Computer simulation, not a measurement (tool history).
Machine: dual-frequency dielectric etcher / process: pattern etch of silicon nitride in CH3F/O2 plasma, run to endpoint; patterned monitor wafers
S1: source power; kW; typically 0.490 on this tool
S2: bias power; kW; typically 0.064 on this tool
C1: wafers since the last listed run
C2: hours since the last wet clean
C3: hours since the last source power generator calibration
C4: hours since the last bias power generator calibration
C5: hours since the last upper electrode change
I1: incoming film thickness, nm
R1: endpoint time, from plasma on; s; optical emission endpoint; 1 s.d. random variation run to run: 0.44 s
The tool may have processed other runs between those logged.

| run | hour | S1 | S2 | C1 | C2 | C3 | C4 | C5 | I1 | R1 |
|---|---|---|---|---|---|---|---|---|---|---|
| 1 | 0.0 | 0.490 | 0.064 | 0 | 75.3 | 1113.7 | 967.2 | 5147.0 | 63.4 | 69.5 |
| 2 | 125.7 | 0.490 | 0.064 | 924 | 201.0 | 1239.4 | 1092.9 | 5272.7 | 63.6 | 69.5 |
| 3 | 194.4 | 0.560 | 0.064 | 505 | 269.7 | 1308.1 | 1161.6 | 5341.4 | 63.5 | 66.1 |
| 4 | 270.1 | 0.560 | 0.064 | 556 | 345.4 | 1383.8 | 1237.3 | 5417.1 | 64.2 | 67.0 |
| 5 | 325.3 | 0.490 | 0.064 | 406 | 400.6 | 1439.0 | 1292.5 | 5472.3 | 64.6 | 70.7 |
| 6 | 415.6 | 0.490 | 0.064 | 664 | 490.9 | 1529.3 | 1382.8 | 5562.6 | 63.5 | 69.3 |
|  | 453.8 | wet clean of the chamber |
| 7 | 508.6 | 0.440 | 0.060 | 507 | 54.8 | 1622.3 | 1475.8 | 5655.6 | 63.8 | 73.5 |
| 8 | 590.0 | 0.440 | 0.060 | 598 | 136.2 | 1703.7 | 1557.2 | 5737.0 | 64.4 | 74.5 |
|  | 773.2 | bias power generator calibrated |
|  | 888.5 | wet clean of the chamber |
| 9 | 911.2 | 0.440 | 0.060 | 2157 | 22.7 | 2024.9 | 138.0 | 6058.2 | 64.3 | 74.6 |
| 10 | 993.0 | 0.460 | 0.064 | 601 | 104.5 | 2106.7 | 219.8 | 6140.0 | 63.6 | 71.2 |
| 11 | 1035.5 | 0.460 | 0.064 | 312 | 147.0 | 2149.2 | 262.3 | 6182.5 | 63.7 | 71.9 |
| 12 | 1115.9 | 0.490 | 0.064 | 591 | 227.4 | 2229.6 | 342.7 | 6262.9 | 64.3 | 69.3 |
| 13 | 1194.1 | 0.490 | 0.064 | 575 | 305.6 | 2307.8 | 420.9 | 6341.1 | 63.9 | 70.0 |
|  | 1281.5 | upper electrode replaced |
| 14 | 1282.0 | 0.490 | 0.064 | 470 | 393.5 | 2395.7 | 508.8 | 0.5 | 64.8 | 71.1 |
| 15 | 1316.9 | 0.490 | 0.058 | 256 | 428.4 | 2430.6 | 543.7 | 35.4 | 64.2 | 72.9 |
| 16 | 1365.5 | 0.380 | 0.069 | 357 | 477.0 | 2479.2 | 592.3 | 84.0 | 63.9 | 73.2 |
|  | 1436.8 | wet clean of the chamber |
| 17 | 1437.3 | 0.400 | 0.078 | 351 | 0.5 | 2551.0 | 664.1 | 155.8 | 64.3 | 68.2 |
| 18 | 1478.6 | 0.440 | 0.060 | 303 | 41.8 | 2592.3 | 705.4 | 197.1 | 63.6 | 73.8 |
| 19 | 1529.4 | 0.590 | 0.073 | 373 | 92.6 | 2643.1 | 756.2 | 247.9 | 64.0 | 61.8 |
| 20 | 1584.8 | 0.380 | 0.078 | 407 | 148.0 | 2698.5 | 811.6 | 303.3 | 64.3 | 69.5 |
| 21 | 1650.0 | 0.450 | 0.072 | 479 | 213.2 | 2763.7 | 876.8 | 368.5 | 63.9 | 67.2 |
|  | 1661.3 | source power generator calibrated |
| 22 | 1716.3 | 0.490 | 0.064 | 458 | 279.5 | 55.0 | 943.1 | 434.8 | 64.1 | 69.5 |
| 23 | 1784.4 | 0.440 | 0.060 | 501 | 347.6 | 123.1 | 1011.2 | 502.9 | 64.9 | 75.3 |
| 24 | 1827.3 | 0.550 | 0.064 | 315 | 390.5 | 166.0 | 1054.1 | 545.8 | 65.2 | 68.3 |
|  | 1871.5 | wet clean of the chamber |
| 25 | 1872.0 | 0.490 | 0.064 | 152 | 0.5 | 210.7 | 1098.8 | 590.5 | 64.6 | 71.2 |
| 26 | 1943.2 | 0.410 | 0.051 | 523 | 71.7 | 281.9 | 1170.0 | 661.7 | 63.8 | 82.8 |
| 27 | 2185.0 | 0.490 | 0.076 | 1779 | 313.5 | 523.7 | 1411.8 | 903.5 | 63.7 | 63.8 |
| 28 | 2275.9 | 0.550 | 0.073 | 668 | 404.4 | 614.6 | 1502.7 | 994.4 | 64.3 | 63.9 |
|  | 2316.3 | wet clean of the chamber |
| 29 | 2366.2 | 0.490 | 0.064 | 487 | 49.9 | 704.9 | 1593.0 | 1084.7 | 64.6 | 70.6 |

Below are 4 alternative next runs, each starting from the tool's condition after run 29. Predict each:
| A | 2366.7 | 0.490 | 0.077 | 3 | 50.4 | 705.4 | 1593.5 | 1085.2 | 64.5 | ? |
| B | 2366.7 | 0.370 | 0.078 | 3 | 50.4 | 705.4 | 1593.5 | 1085.2 | 64.5 | ? |
| C | 2366.7 | 0.580 | 0.058 | 3 | 50.4 | 705.4 | 1593.5 | 1085.2 | 64.5 | ? |
| D | 2366.7 | 0.450 | 0.058 | 3 | 50.4 | 705.4 | 1593.5 | 1085.2 | 64.5 | ? |

| run | R1 |
|---|---|
| A | 64.5 |
| B | 70.2 |
| C | 69.2 |
| D | 75.5 |
With no hidden state in the tool, these same runs would have given:
| run | R1 |
|---|---|
| A | 64.5 |
| B | 70.2 |
| C | 69.2 |
| D | 75.5 |
